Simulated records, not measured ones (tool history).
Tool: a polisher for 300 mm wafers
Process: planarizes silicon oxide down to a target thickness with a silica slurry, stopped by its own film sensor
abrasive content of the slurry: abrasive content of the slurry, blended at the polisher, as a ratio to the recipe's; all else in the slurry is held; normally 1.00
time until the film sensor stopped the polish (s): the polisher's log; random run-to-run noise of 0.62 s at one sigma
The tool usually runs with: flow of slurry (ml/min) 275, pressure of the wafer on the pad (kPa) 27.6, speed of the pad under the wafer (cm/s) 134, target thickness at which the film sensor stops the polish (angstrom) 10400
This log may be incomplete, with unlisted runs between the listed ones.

run,hour,flow of slurry (ml/min),pressure of the wafer on the pad (kPa),speed of the pad under the wafer (cm/s),abrasive content of the slurry,target thickness at which the film sensor stops the polish (angstrom),wafers since the last listed run,wafers polished on this pad,hours since the slurry nozzle was cleaned,hours since the head pressure was calibrated,hours since the slurry blender was calibrated,hours since the conditioning disc was replaced,"incoming thickness of the incoming film, nm",time until the film sensor stopped the polish (s)
1,0.0,275,27.6,108,1.00,10400,0,17,116.7,80.0,223.6,140.5,1297.1,71.9
2,111.7,275,27.6,134,1.00,10010,801,818,228.4,191.7,335.3,252.2,1301.8,71.2
3,202.7,275,27.6,134,1.10,10400,652,1470,319.4,282.7,426.3,343.2,1283.5,54.7
4,242.7,275,33.1,160,1.00,10400,286,1757,359.4,322.7,466.3,383.2,1303.4,45.0
# hour 264.9: slurry blender recalibrated
5,327.4,275,33.1,160,1.00,10400,593,2350,444.1,407.4,62.5,467.9,1291.3,42.1
6,386.1,275,18.6,134,0.90,10400,421,2772,502.8,466.1,121.2,526.6,1278.0,88.4
# hour 392.2: slurry nozzle cleaned
7,424.9,275,27.6,134,1.00,10400,271,3043,32.7,504.9,160.0,565.4,1283.9,57.8
# hour 447.1: conditioning disc replaced and pad reconditioned
8,513.7,275,27.6,134,1.00,10400,622,3665,121.5,593.7,248.8,66.6,1263.7,53.8
# hour 574.7: worn pad replaced by a new one
9,575.2,275,27.6,88,1.00,10660,412,3,183.0,655.2,310.3,128.1,1286.5,72.7
10,620.1,275,27.6,134,1.00,10150,322,325,227.9,700.1,355.2,173.0,1297.6,68.2
11,663.6,350,27.6,134,1.00,10400,312,637,271.4,743.6,398.7,216.5,1291.7,58.0
12,709.9,275,27.6,134,1.00,10400,332,969,317.7,789.9,445.0,262.8,1263.9,53.0
# hour 776.5: slurry blender recalibrated
13,806.2,275,24.1,134,1.00,10770,676,1645,414.0,886.2,29.7,359.1,1308.2,63.8
# hour 856.2: slurry nozzle cleaned
14,863.2,330,17.9,178,0.80,10400,401,2047,7.0,943.2,86.7,416.1,1302.1,84.0
15,950.1,275,27.6,134,1.00,10400,623,2670,93.9,1030.1,173.6,503.0,1305.6,63.5
# hour 989.9: head pressure recalibrated
16,990.4,220,27.6,134,1.00,9860,274,2945,134.2,0.5,213.9,543.3,1289.2,73.3
# hour 1029.3: conditioning disc replaced and pad reconditioned
17,1044.2,275,27.6,134,1.00,10150,371,3317,188.0,54.3,267.7,14.9,1297.0,67.7
18,1083.6,275,27.6,134,1.00,10400,282,3599,227.4,93.7,307.1,54.3,1271.7,54.7
# hour 1150.0: worn pad replaced by a new one
19,1150.4,220,34.5,114,0.75,10400,450,3,294.2,160.5,373.9,121.1,1293.1,66.9
20,1219.5,275,27.6,134,1.00,10400,495,498,363.3,229.6,443.0,190.2,1309.2,64.0
# hour 1287.7: slurry blender recalibrated
21,1318.5,275,27.6,134,0.80,11100,695,1194,462.3,328.6,30.8,289.2,1269.2,42.8
# hour 1334.6: slurry nozzle cleaned
22,1421.1,245,27.6,158,1.10,10050,728,1923,86.5,431.2,133.4,391.8,1278.5,55.2
# hour 1486.0: conditioning disc replaced and pad reconditioned
23,1635.0,320,27.6,156,1.15,10400,1519,3442,300.4,645.1,347.3,149.0,1262.4,42.8
24,1675.3,275,27.6,134,1.00,10400,289,3731,340.7,685.4,387.6,189.3,1306.6,62.9

5 options for the next run, each taken on its own from the tool as it stands now. Forecast them:
A,1675.7,275,27.6,134,1.00,9680,2,3734,341.1,685.8,388.0,189.7,1308.8,?
B,1675.7,275,27.6,100,1.00,10400,2,3734,341.1,685.8,388.0,189.7,1308.8,?
C,1675.7,205,35.9,134,1.00,10810,2,3734,341.1,685.8,388.0,189.7,1308.8,?
D,1675.7,360,27.6,134,1.00,9810,2,3734,341.1,685.8,388.0,189.7,1308.8,?
E,1675.7,275,27.6,134,1.00,9860,2,3734,341.1,685.8,388.0,189.7,1308.8,?

run,time until the film sensor stopped the polish (s)
A,80.6
B,80.3
C,42.9
D,75.7
E,76.3
Stripped of hidden state, with their random variation kept, the same runs would have yielded:
run,time until the film sensor stopped the polish (s)
A,80.6
B,80.3
C,42.9
D,75.7
E,76.3
